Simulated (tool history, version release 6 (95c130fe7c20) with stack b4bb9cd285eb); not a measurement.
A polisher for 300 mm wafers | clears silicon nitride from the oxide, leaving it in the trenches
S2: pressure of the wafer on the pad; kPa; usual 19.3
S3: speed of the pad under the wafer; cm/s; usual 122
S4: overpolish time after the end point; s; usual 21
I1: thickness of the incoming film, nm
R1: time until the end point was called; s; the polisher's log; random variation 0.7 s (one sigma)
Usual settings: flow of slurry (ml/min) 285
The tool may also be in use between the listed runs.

run 1 hour=0.0 | flow_of_slurry_(ml/min)=285 S2=19.3 S3=122 S4=21 | I1=70.2 | R1=62.2
-- hour=16.8 slurry nozzle cleaned
run 2 hour=56.9 | flow_of_slurry_(ml/min)=285 S2=19.3 S3=122 S4=21 | I1=70.8 | R1=64.7
run 3 hour=87.0 | flow_of_slurry_(ml/min)=285 S2=19.3 S3=122 S4=21 | I1=69.8 | R1=63.5
-- hour=269.4 worn pad replaced by a new one
run 4 hour=275.9 | flow_of_slurry_(ml/min)=285 S2=19.3 S3=122 S4=21 | I1=69.8 | R1=60.8
run 5 hour=311.3 | flow_of_slurry_(ml/min)=285 S2=24.8 S3=122 S4=21 | I1=70.8 | R1=52.6
-- hour=322.8 slurry nozzle cleaned
run 6 hour=373.5 | flow_of_slurry_(ml/min)=285 S2=24.8 S3=122 S4=21 | I1=70.1 | R1=52.8
run 7 hour=438.3 | flow_of_slurry_(ml/min)=285 S2=19.3 S3=122 S4=21 | I1=69.9 | R1=65.5
run 8 hour=489.1 | flow_of_slurry_(ml/min)=285 S2=19.3 S3=122 S4=21 | I1=69.5 | R1=65.7
run 9 hour=515.3 | flow_of_slurry_(ml/min)=285 S2=19.3 S3=138 S4=21 | I1=70.7 | R1=58.5
-- hour=583.4 worn pad replaced by a new one
run 10 hour=584.3 | flow_of_slurry_(ml/min)=285 S2=19.3 S3=138 S4=21 | I1=68.9 | R1=52.3
-- hour=610.8 slurry nozzle cleaned
run 11 hour=648.2 | flow_of_slurry_(ml/min)=285 S2=19.3 S3=122 S4=17 | I1=70.2 | R1=62.1
run 12 hour=708.9 | flow_of_slurry_(ml/min)=285 S2=19.3 S3=122 S4=21 | I1=70.4 | R1=63.6
run 13 hour=824.3 | flow_of_slurry_(ml/min)=285 S2=19.3 S3=122 S4=28 | I1=70.1 | R1=66.4
run 14 hour=888.0 | flow_of_slurry_(ml/min)=285 S2=19.3 S3=122 S4=21 | I1=69.5 | R1=65.7
-- hour=920.7 slurry nozzle cleaned
-- hour=924.8 worn pad replaced by a new one
run 15 hour=932.3 | flow_of_slurry_(ml/min)=285 S2=21.4 S3=108 S4=18 | I1=69.1 | R1=62.5
-- hour=940.9 head pressure recalibrated
run 16 hour=973.1 | flow_of_slurry_(ml/min)=190 S2=19.3 S3=122 S4=24 | I1=68.9 | R1=63.0
run 17 hour=1017.9 | flow_of_slurry_(ml/min)=315 S2=19.3 S3=122 S4=21 | I1=70.1 | R1=62.4
run 18 hour=1076.9 | flow_of_slurry_(ml/min)=255 S2=19.3 S3=80 S4=21 | I1=69.7 | R1=100.5
run 19 hour=1136.7 | flow_of_slurry_(ml/min)=285 S2=19.3 S3=122 S4=21 | I1=69.8 | R1=65.1
run 20 hour=1173.3 | flow_of_slurry_(ml/min)=285 S2=19.3 S3=122 S4=21 | I1=70.6 | R1=66.7
-- hour=1204.1 slurry nozzle cleaned
run 21 hour=1236.9 | flow_of_slurry_(ml/min)=255 S2=24.8 S3=152 S4=30 | I1=71.0 | R1=45.9
-- hour=1245.6 worn pad replaced by a new one
run 22 hour=1446.5 | flow_of_slurry_(ml/min)=285 S2=19.3 S3=122 S4=21 | I1=69.6 | R1=64.4
run 23 hour=1502.5 | flow_of_slurry_(ml/min)=285 S2=19.3 S3=122 S4=21 | I1=69.8 | R1=66.8
-- hour=1569.1 slurry nozzle cleaned
-- hour=1571.8 worn pad replaced by a new one
run 24 hour=1576.9 | flow_of_slurry_(ml/min)=225 S2=19.3 S3=100 S4=21 | I1=69.3 | R1=74.6

3 ways to go on from here, each from the tool as it stands after run 24. What would each give?
run A hour=1577.3 | flow_of_slurry_(ml/min)=285 S2=19.3 S3=122 S4=21 | I1=69.2 | R1=?
run B hour=1577.3 | flow_of_slurry_(ml/min)=355 S2=19.3 S3=158 S4=25 | I1=69.2 | R1=?
run C hour=1577.3 | flow_of_slurry_(ml/min)=285 S2=15.9 S3=136 S4=24 | I1=69.2 | R1=?

run=A R1=59.2
run=B R1=45.0
run=C R1=61.1
Without the tool's hidden state the same runs would have given:
run=A R1=58.6
run=B R1=44.5
run=C R1=60.5
